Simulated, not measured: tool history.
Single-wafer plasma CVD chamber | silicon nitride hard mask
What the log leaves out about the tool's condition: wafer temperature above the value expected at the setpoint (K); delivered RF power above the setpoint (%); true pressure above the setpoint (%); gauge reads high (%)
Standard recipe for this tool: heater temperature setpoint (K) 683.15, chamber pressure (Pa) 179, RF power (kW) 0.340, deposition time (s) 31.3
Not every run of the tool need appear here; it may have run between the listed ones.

run	day	heater temperature setpoint (K)	chamber pressure (Pa)	RF power (kW)	deposition time (s)	wafers since the last listed run	hours since the last thermocouple change	hours since the last RF generator calibration	hours since the last manometer calibration	hours since the showerhead was replaced	hours since the gauge calibration	read-back reference wafer on the same gauge, thickness_nm	mean film thickness on the monitor wafer (angstrom)
1	0.000	683.15	179	0.340	27.4	0	609.5	1553.2	2328.2	3333.5	336.1	40.403	306.42
# day 0.746: RF generator calibrated
2	0.767	683.15	179	0.340	31.3	281	627.9	0.5	2346.6	3351.9	354.5	40.407	359.20
3	0.850	683.15	179	0.340	31.3	54	629.9	2.5	2348.6	3353.9	356.5	40.417	358.65
4	1.583	683.15	179	0.340	31.3	475	647.5	20.1	2366.2	3371.5	374.1	40.394	359.59
5	2.025	683.15	179	0.340	31.3	286	658.1	30.7	2376.8	3382.1	384.7	40.388	360.24
6	2.704	683.15	179	0.340	31.3	440	674.4	47.0	2393.1	3398.4	401.0	40.397	359.96
# day 3.521: showerhead replaced
7	3.542	683.15	179	0.340	31.3	326	694.5	67.1	2413.2	0.5	421.1	40.416	359.19
8	3.633	683.15	179	0.395	31.3	59	696.7	69.3	2415.4	2.7	423.3	40.409	390.92
9	4.208	683.15	216	0.340	33.3	372	710.5	83.1	2429.2	16.5	437.1	40.397	398.76
10	4.588	683.15	139	0.340	35.5	245	719.6	92.2	2438.3	25.6	446.2	40.397	384.75
11	4.888	683.15	179	0.285	31.3	194	726.8	99.4	2445.5	32.8	453.4	40.412	324.30
12	5.254	683.15	179	0.380	31.3	237	735.6	108.2	2454.3	41.6	462.2	40.402	380.50
13	5.579	683.15	179	0.340	31.3	210	743.4	116.0	2462.1	49.4	470.0	40.395	359.39
14	5.975	690.15	213	0.385	27.6	256	752.9	125.5	2471.6	58.9	479.5	40.391	352.02
15	6.325	683.15	179	0.340	31.3	226	761.3	133.9	2480.0	67.3	487.9	40.405	358.38
16	6.838	683.15	195	0.375	31.3	332	773.6	146.2	2492.3	79.6	500.2	40.402	386.91
# day 7.192: gauge calibrated
# day 7.800: capacitance manometer re-zeroed and calibrated
17	7.821	673.15	200	0.340	31.3	421	797.2	169.8	0.5	103.2	15.1	40.382	369.33
18	8.079	683.15	220	0.365	31.3	167	803.4	176.0	6.7	109.4	21.3	40.396	391.32
# day 8.500: thermocouple changed; heater temperature recalibrated
19	8.521	683.15	179	0.340	31.3	70	0.5	186.6	17.3	120.0	31.9	40.409	358.09
20	8.754	683.15	152	0.360	31.3	151	6.1	192.2	22.9	125.6	37.5	40.392	357.06
21	10.175	671.15	208	0.305	33.1	921	40.2	226.3	57.0	159.7	71.6	40.422	370.77
22	10.758	683.15	179	0.380	31.3	378	54.2	240.3	71.0	173.7	85.6	40.409	381.28
23	11.429	683.15	179	0.290	31.3	435	70.3	256.4	87.1	189.8	101.7	40.422	327.67
24	12.075	683.15	179	0.340	31.3	418	85.8	271.9	102.6	205.3	117.2	40.381	358.39
25	12.446	683.15	139	0.340	36.1	240	94.7	280.8	111.5	214.2	126.1	40.421	390.80
26	12.729	683.15	179	0.340	31.3	183	101.5	287.6	118.3	221.0	132.9	40.399	359.92
27	13.388	683.15	153	0.340	25.2	426	117.3	303.4	134.1	236.8	148.7	40.393	279.34
28	13.971	683.15	179	0.340	31.3	378	131.3	317.4	148.1	250.8	162.7	40.391	358.39

Entry by entry between the runs, the difference in hidden state between the last listed run before and the first listed run after:
From run 1 to run 2: RF generator calibrated (day 0.746)
  delivered RF power above the setpoint (%): -4.96 -> -0.144
  measured less the result without the state, mean film thickness on the monitor wafer (angstrom): -8.79 -> -0.28
From run 6 to run 7: showerhead replaced (day 3.521)
  delivered RF power above the setpoint (%): -0.149 -> -0.153
  measured less the result without the state, mean film thickness on the monitor wafer (angstrom): -0.30 -> -0.30
From run 16 to run 17: gauge calibrated (day 7.192); capacitance manometer re-zeroed and calibrated (day 7.800)
  delivered RF power above the setpoint (%): -0.187 -> -0.202
  measured less the result without the state, mean film thickness on the monitor wafer (angstrom): -0.40 -> -0.41
From run 18 to run 19: thermocouple changed; heater temperature recalibrated (day 8.500)
  delivered RF power above the setpoint (%): -0.206 -> -0.214
  measured less the result without the state, mean film thickness on the monitor wafer (angstrom): -0.44 -> -0.42
